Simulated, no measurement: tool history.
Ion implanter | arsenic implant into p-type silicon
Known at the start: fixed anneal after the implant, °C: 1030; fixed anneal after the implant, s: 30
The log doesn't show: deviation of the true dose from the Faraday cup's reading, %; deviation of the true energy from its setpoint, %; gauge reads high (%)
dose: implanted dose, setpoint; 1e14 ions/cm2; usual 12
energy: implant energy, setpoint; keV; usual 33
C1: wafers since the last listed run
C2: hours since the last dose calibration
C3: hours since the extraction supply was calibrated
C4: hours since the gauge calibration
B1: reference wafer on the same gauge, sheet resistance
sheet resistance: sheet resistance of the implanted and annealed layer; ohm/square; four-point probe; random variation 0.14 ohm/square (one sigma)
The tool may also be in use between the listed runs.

Run 1, hour 0: usual settings but dose 13.18 1e14 ions/cm2; C1 0; C2 664.8; C3 3460.2; C4 753.4; B1 106.52. Result: sheet resistance 87.55 ohm/square.
Run 2, hour 50.1: usual settings but dose 13.18 1e14 ions/cm2; C1 759; C2 714.9; C3 3510.3; C4 803.5; B1 106.47. Result: sheet resistance 87.58 ohm/square.
Run 3, hour 125.2: usual settings but dose 13.18 1e14 ions/cm2; C1 1138; C2 790; C3 3585.4; C4 878.6; B1 106.5. Result: sheet resistance 87.71 ohm/square.
Run 4, hour 175.4: usual settings but dose 14.06 1e14 ions/cm2; C1 760; C2 840.2; C3 3635.6; C4 928.8; B1 106.59. Result: sheet resistance 84.63 ohm/square.
Run 5, hour 253.7: usual settings; C1 1186; C2 918.5; C3 3713.9; C4 1007.1; B1 106.47. Result: sheet resistance 93.16 ohm/square.
At hour 269.7: Faraday cup replaced and dose calibrated.
Run 6, hour 330.2: usual settings; C1 1038; C2 60.5; C3 3790.4; C4 1083.6; B1 106.5. Result: sheet resistance 92.3 ohm/square.
Run 7, hour 382.8: usual settings; C1 797; C2 113.1; C3 3843; C4 1136.2; B1 106.53. Result: sheet resistance 92.42 ohm/square.
At hour 706.4: extraction supply calibrated.
Run 8, hour 706.9: usual settings but dose 9.35 1e14 ions/cm2; C1 4790; C2 437.2; C3 0.5; C4 1460.3; B1 106.48. Result: sheet resistance 109.08 ohm/square.
Run 9, hour 772.6: usual settings; C1 995; C2 502.9; C3 66.2; C4 1526; B1 106.48. Result: sheet resistance 92.58 ohm/square.
Run 10, hour 870.2: usual settings; C1 1479; C2 600.5; C3 163.8; C4 1623.6; B1 106.45. Result: sheet resistance 92.61 ohm/square.
Run 11, hour 914: usual settings; C1 663; C2 644.3; C3 207.6; C4 1667.4; B1 106.55. Result: sheet resistance 92.71 ohm/square.
Run 12, hour 967.8: usual settings but dose 8.77 1e14 ions/cm2; C1 815; C2 698.1; C3 261.4; C4 1721.2; B1 106.47. Result: sheet resistance 114.53 ohm/square.
Run 13, hour 1075.7: usual settings; C1 1635; C2 806; C3 369.3; C4 1829.1; B1 106.55. Result: sheet resistance 93.04 ohm/square.
At hour 1126.8: Faraday cup replaced and dose calibrated.
Run 14, hour 1133.1: usual settings but energy 22.5 keV; C1 748; C2 6.3; C3 426.7; C4 1886.5; B1 106.53. Result: sheet resistance 97.46 ohm/square.
At hour 1171: gauge calibrated.
Run 15, hour 1238.5: usual settings but dose 13.85 1e14 ions/cm2, energy 30 keV; C1 1597; C2 111.7; C3 532.1; C4 67.5; B1 106.43. Result: sheet resistance 85.85 ohm/square.
Run 16, hour 1340.3: usual settings but dose 15.33 1e14 ions/cm2; C1 1542; C2 213.5; C3 633.9; C4 169.3; B1 106.51. Result: sheet resistance 79.61 ohm/square.
Run 17, hour 1377.8: usual settings; C1 568; C2 251; C3 671.4; C4 206.8; B1 106.58. Result: sheet resistance 92.08 ohm/square.
Run 18, hour 1438.7: usual settings but dose 15.22 1e14 ions/cm2, energy 41.5 keV; C1 922; C2 311.9; C3 732.3; C4 267.7; B1 106.54. Result: sheet resistance 76.53 ohm/square.
Run 19, hour 1479.9: usual settings but dose 9.96 1e14 ions/cm2, energy 42 keV; C1 624; C2 353.1; C3 773.5; C4 308.9; B1 106.52. Result: sheet resistance 100.28 ohm/square.
Run 20, hour 1572.4: usual settings but dose 13.91 1e14 ions/cm2; C1 1401; C2 445.6; C3 866; C4 401.4; B1 106.48. Result: sheet resistance 84.49 ohm/square.
Run 21, hour 1662.1: usual settings; C1 1359; C2 535.3; C3 955.7; C4 491.1; B1 106.53. Result: sheet resistance 92.28 ohm/square.
Run 22, hour 1763.7: usual settings but dose 10.68 1e14 ions/cm2, energy 28.5 keV; C1 1539; C2 636.9; C3 1057.3; C4 592.7; B1 106.51. Result: sheet resistance 101.63 ohm/square.

Forecast each of these 5 alternatives for the next run:
Run A, hour 1764.1: usual settings but dose 9.68 1e14 ions/cm2; C1 6; C2 637.3; C3 1057.7; C4 593.1; B1 ?. Result: sheet resistance ?.
Run B, hour 1764.1: usual settings but energy 43 keV; C1 6; C2 637.3; C3 1057.7; C4 593.1; B1 ?. Result: sheet resistance ?.
Run C, hour 1764.1: usual settings but dose 9.71 1e14 ions/cm2, energy 27.5 keV; C1 6; C2 637.3; C3 1057.7; C4 593.1; B1 ?. Result: sheet resistance ?.
Run D, hour 1764.1: usual settings but dose 13.04 1e14 ions/cm2, energy 22 keV; C1 6; C2 637.3; C3 1057.7; C4 593.1; B1 ?. Result: sheet resistance ?.
Run E, hour 1764.1: usual settings but dose 9.82 1e14 ions/cm2, energy 37.5 keV; C1 6; C2 637.3; C3 1057.7; C4 593.1; B1 ?. Result: sheet resistance ?.

run     B1  sheet resistance
  A  106.4             106.6
  B  106.4             88.41
  C  106.4            109.11
  D  106.4             93.73
  E  106.4            103.57
Without the tool's hidden state the same runs would have given:
run  sheet resistance
  A            105.99
  B             87.92
  C             108.5
  D             93.31
  E            102.98
